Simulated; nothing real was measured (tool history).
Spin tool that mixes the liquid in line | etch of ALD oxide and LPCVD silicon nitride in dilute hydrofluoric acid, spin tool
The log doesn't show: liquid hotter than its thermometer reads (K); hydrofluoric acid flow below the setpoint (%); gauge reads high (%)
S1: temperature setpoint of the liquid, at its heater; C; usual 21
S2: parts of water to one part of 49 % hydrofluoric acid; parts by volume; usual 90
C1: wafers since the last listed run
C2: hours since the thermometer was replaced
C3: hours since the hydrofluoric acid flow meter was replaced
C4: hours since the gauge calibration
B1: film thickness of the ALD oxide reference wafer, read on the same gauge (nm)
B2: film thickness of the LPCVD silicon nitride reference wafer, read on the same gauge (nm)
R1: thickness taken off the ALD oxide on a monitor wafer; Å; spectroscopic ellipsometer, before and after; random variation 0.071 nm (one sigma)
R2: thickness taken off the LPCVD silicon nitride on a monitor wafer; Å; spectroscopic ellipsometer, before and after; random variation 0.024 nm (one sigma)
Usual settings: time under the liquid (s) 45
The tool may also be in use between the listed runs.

Run 1, day 0: usual settings but S1 18.5 C, time under the liquid (s) 50; C1 0; C2 11; C3 871; C4 520; B1 80.01; B2 120.013. Result: R1 129.9 Å, R2 2.03 Å.
Run 2, day 1.208: usual settings but S2 105 parts by volume; C1 277; C2 40; C3 900; C4 549; B1 80; B2 120.01. Result: R1 109.5 Å, R2 1.92 Å.
Run 3, day 1.75: usual settings; C1 124; C2 53; C3 913; C4 562; B1 79.98; B2 119.992. Result: R1 129.5 Å, R2 1.97 Å.
Run 4, day 2.679: usual settings; C1 213; C2 75.3; C3 935.3; C4 584.3; B1 79.97; B2 119.996. Result: R1 128.3 Å, R2 1.92 Å.
Run 5, day 3.296: usual settings but time under the liquid (s) 60; C1 141; C2 90.1; C3 950.1; C4 599.1; B1 80.02; B2 120. Result: R1 171.8 Å, R2 2.69 Å.
Run 6, day 4.021: usual settings but S2 50 parts by volume, time under the liquid (s) 55; C1 166; C2 107.5; C3 967.5; C4 616.5; B1 80.01; B2 120.019. Result: R1 300.1 Å, R2 5.06 Å.
At day 6.35: gauge calibrated.
Run 7, day 6.783: usual settings but S1 22.5 C; C1 633; C2 173.8; C3 1033.8; C4 10.4; B1 80; B2 119.992. Result: R1 136.4 Å, R2 2.21 Å.
Run 8, day 7.629: usual settings but S1 17.5 C, S2 65 parts by volume; C1 194; C2 194.1; C3 1054.1; C4 30.7; B1 80.01; B2 120. Result: R1 159.3 Å, R2 2.07 Å.
Run 9, day 9.079: usual settings; C1 332; C2 228.9; C3 1088.9; C4 65.5; B1 80.01; B2 120.008. Result: R1 128.6 Å, R2 2.13 Å.
Run 10, day 9.667: usual settings; C1 134; C2 243; C3 1103; C4 79.6; B1 79.97; B2 119.989. Result: R1 128.8 Å, R2 1.93 Å.
Run 11, day 11.275: usual settings but S1 26 C, S2 60 parts by volume, time under the liquid (s) 65; C1 369; C2 281.6; C3 1141.6; C4 118.2; B1 80.02; B2 120.016. Result: R1 355.6 Å, R2 5.66 Å.
At day 11.958: hydrofluoric acid flow meter replaced.
Run 12, day 12.096: usual settings; C1 178; C2 301.3; C3 3.3; C4 137.9; B1 79.98; B2 120. Result: R1 124.9 Å, R2 2.02 Å.
Run 13, day 13.138: usual settings; C1 239; C2 326.3; C3 28.3; C4 162.9; B1 80.01; B2 119.995. Result: R1 124.8 Å, R2 1.95 Å.
Run 14, day 14.296: usual settings; C1 265; C2 354.1; C3 56.1; C4 190.7; B1 80; B2 119.991. Result: R1 125.7 Å, R2 1.62 Å.
Run 15, day 14.912: usual settings but S1 19 C, S2 75 parts by volume; C1 141; C2 368.9; C3 70.9; C4 205.5; B1 79.98; B2 120.01. Result: R1 140.3 Å, R2 2.06 Å.
Run 16, day 15.875: usual settings but S1 25 C, S2 55 parts by volume, time under the liquid (s) 55; C1 220; C2 392; C3 94; C4 228.6; B1 79.99; B2 119.996. Result: R1 304.7 Å, R2 6.18 Å.
Run 17, day 17.079: usual settings but S1 17 C, S2 120 parts by volume, time under the liquid (s) 35; C1 276; C2 420.9; C3 122.9; C4 257.5; B1 79.98; B2 119.994. Result: R1 59.7 Å, R2 0.95 Å.
Run 18, day 17.75: usual settings but S1 22.5 C, time under the liquid (s) 35; C1 153; C2 437; C3 139; C4 273.6; B1 80.01; B2 119.997. Result: R1 102.3 Å, R2 1.48 Å.
Run 19, day 19.15: usual settings but S1 23.5 C; C1 321; C2 470.6; C3 172.6; C4 307.2; B1 79.98; B2 120.002. Result: R1 137 Å, R2 2.42 Å.
Run 20, day 19.783: usual settings; C1 145; C2 485.8; C3 187.8; C4 322.4; B1 79.99; B2 120.028. Result: R1 123.7 Å, R2 1.77 Å.
Run 21, day 21.054: usual settings but S2 115 parts by volume; C1 291; C2 516.3; C3 218.3; C4 352.9; B1 79.99; B2 119.989. Result: R1 93.7 Å, R2 1.3 Å.
At day 21.475: hydrofluoric acid flow meter replaced, repeated, since the last time left the tool worse.
Run 22, day 22.262: usual settings; C1 267; C2 545.3; C3 18.9; C4 381.9; B1 80.01; B2 120.005. Result: R1 134.4 Å, R2 2.34 Å.
Run 23, day 22.967: usual settings but S2 125 parts by volume; C1 161; C2 562.2; C3 35.8; C4 398.8; B1 80.01; B2 120.019. Result: R1 94.1 Å, R2 1.33 Å.
Run 24, day 24.171: usual settings but S2 60 parts by volume, time under the liquid (s) 35; C1 276; C2 591.1; C3 64.7; C4 427.7; B1 80; B2 119.986. Result: R1 162.7 Å, R2 2.7 Å.
Run 25, day 24.8: usual settings but S2 75 parts by volume; C1 144; C2 606.2; C3 79.8; C4 442.8; B1 80.02; B2 119.986. Result: R1 163.8 Å, R2 2.57 Å.

5 ways to go on from here, each from the tool as it stands after run 25. What would each give?
Run A, day 24.817: usual settings; C1 3; C2 606.6; C3 80.2; C4 443.2; B1 ?; B2 ?. Result: R1 ?, R2 ?.
Run B, day 24.817: usual settings but S2 110 parts by volume; C1 3; C2 606.6; C3 80.2; C4 443.2; B1 ?; B2 ?. Result: R1 ?, R2 ?.
Run C, day 24.817: usual settings but time under the liquid (s) 20; C1 3; C2 606.6; C3 80.2; C4 443.2; B1 ?; B2 ?. Result: R1 ?, R2 ?.
Run D, day 24.817: usual settings but S1 24.5 C, S2 45 parts by volume, time under the liquid (s) 70; C1 3; C2 606.6; C3 80.2; C4 443.2; B1 ?; B2 ?. Result: R1 ?, R2 ?.
Run E, day 24.817: usual settings but S1 17 C, S2 105 parts by volume; C1 3; C2 606.6; C3 80.2; C4 443.2; B1 ?; B2 ?. Result: R1 ?, R2 ?.

run     B1       B2     R1    R2
  A  80.03  120.008  134.3  1.94
  B  80.03  120.008  107.4  1.59
  C  80.03  120.008   59.7  0.86
  D  80.03  120.008  510.3  7.53
  E  80.03  120.008   95.9  1.27
Without the tool's hidden state the same runs would have given:
run     R1    R2
  A  134.7  1.94
  B  107.7   1.6
  C   59.9  0.86
  D  511.9  7.56
  E   96.2  1.27
